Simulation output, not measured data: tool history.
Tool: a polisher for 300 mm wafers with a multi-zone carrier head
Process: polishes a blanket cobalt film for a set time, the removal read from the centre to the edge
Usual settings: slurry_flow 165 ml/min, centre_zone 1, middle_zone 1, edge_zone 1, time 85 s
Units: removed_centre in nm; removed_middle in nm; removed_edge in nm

| run | hour | slurry_flow | centre_zone | middle_zone | edge_zone | time | incoming thickness of the incoming film, nm | removed_centre | removed_middle | removed_edge |
|---|---|---|---|---|---|---|---|---|---|---|
| 1 | 0 | 130 | 1 | 1 | 1 | 85 | 1289.7 | 369.1 | 371.6 | 393.3 |
|  | 65.1 | edge zone pressure recalibrated |
| 2 | 84.6 | 130 | 1 | 1 | 1 | 85 | 1286.4 | 369.3 | 370.1 | 385.2 |
| 3 | 175.5 | 165 | 0.92 | 1 | 1 | 85 | 1289.7 | 358.1 | 391.5 | 400.4 |
| 4 | 216 | 165 | 1 | 1 | 0.97 | 85 | 1285.7 | 398.5 | 392.6 | 395.8 |
| 5 | 278.2 | 205 | 1.04 | 1 | 1 | 85 | 1274.2 | 429.1 | 410.7 | 419.9 |
| 6 | 340.8 | 165 | 1 | 1 | 1 | 85 | 1297.5 | 391.9 | 384.8 | 403.6 |
|  | 348 | slurry nozzle cleaned |
| 7 | 416.8 | 165 | 1.07 | 1 | 1 | 85 | 1313.7 | 449.4 | 416.2 | 416 |
|  | 429.6 | worn pad replaced by a new one |
| 8 | 516.3 | 165 | 1.1 | 1 | 1.11 | 85 | 1312.9 | 458.3 | 405.7 | 432.9 |
| 9 | 591 | 140 | 0.96 | 0.95 | 0.96 | 85 | 1296.7 | 370 | 375.8 | 392 |
| 10 | 698.8 | 195 | 1 | 1.11 | 1 | 105 | 1286.3 | 527.5 | 523.5 | 515.8 |
|  | 738.9 | carrier head's membrane replaced by a new one |
| 11 | 790.6 | 115 | 1 | 1 | 1.04 | 85 | 1284.4 | 355.2 | 350.8 | 390 |
|  | 810.9 | edge zone pressure recalibrated |
| 12 | 864.1 | 165 | 1.03 | 0.93 | 1.08 | 114 | 1286 | 542.7 | 496.4 | 563.3 |
| 13 | 908.8 | 165 | 0.9 | 1.04 | 1 | 85 | 1303.4 | 346 | 394 | 402.1 |
|  | 947.1 | worn pad replaced by a new one |
|  | 1005.1 | centre zone pressure recalibrated |
|  | 1014.3 | slurry nozzle cleaned |
| 14 | 1180.8 | 130 | 1 | 1 | 1 | 85 | 1296.8 | 392 | 384.6 | 405.8 |
| 15 | 1276.9 | 165 | 1 | 1 | 1 | 85 | 1315.7 | 407.6 | 391.6 | 401.9 |
| 16 | 1371.9 | 120 | 0.91 | 0.92 | 0.89 | 85 | 1296 | 333.7 | 343.6 | 360.5 |
| 17 | 1424.1 | 125 | 1 | 1 | 1 | 85 | 1269.3 | 366.3 | 360.5 | 386.6 |
| 18 | 1491.7 | 165 | 1.09 | 1 | 1 | 85 | 1294.1 | 426.3 | 390.7 | 402.6 |
|  | 1520.2 | slurry nozzle cleaned |
|  | 1524.8 | worn pad replaced by a new one |
| 19 | 1590.2 | 165 | 1 | 0.94 | 1 | 57 | 1292.7 | 289.3 | 273.8 | 287.6 |
|  | 1604 | carrier head's membrane replaced by a new one |
|  | 1628.7 | edge zone pressure recalibrated |
| 20 | 1695.8 | 165 | 1.06 | 1 | 1 | 100 | 1298.5 | 504.1 | 465.6 | 500 |
| 21 | 1733.9 | 165 | 1 | 1 | 1.06 | 72 | 1297.3 | 350.9 | 336.3 | 357.8 |
| 22 | 1808.3 | 165 | 1 | 1 | 1 | 85 | 1279.1 | 400.5 | 402.9 | 404 |

4 ways to go on from here, each from the tool as it stands after run 22. What would each give?
| A | 1808.7 | 165 | 1 | 1 | 0.92 | 85 | 1283.9 | ? | ? | ? |
| B | 1808.7 | 135 | 1 | 0.9 | 1 | 69 | 1283.9 | ? | ? | ? |
| C | 1808.7 | 165 | 0.92 | 1 | 1 | 97 | 1283.9 | ? | ? | ? |
| D | 1808.7 | 165 | 1 | 1.07 | 1 | 68 | 1283.9 | ? | ? | ? |

| run | removed_centre | removed_middle | removed_edge |
|---|---|---|---|
| A | 394.2 | 400.4 | 389.6 |
| B | 304.1 | 293.1 | 319.6 |
| C | 413.6 | 457.1 | 462.5 |
| D | 315.5 | 333.2 | 324 |
Without the tool's hidden state the same runs would have given:
| run | removed_centre | removed_middle | removed_edge |
|---|---|---|---|
| A | 427 | 429.5 | 409.5 |
| B | 334.3 | 318.2 | 338.3 |
| C | 448 | 490.3 | 486.1 |
| D | 341.7 | 357.5 | 340.5 |
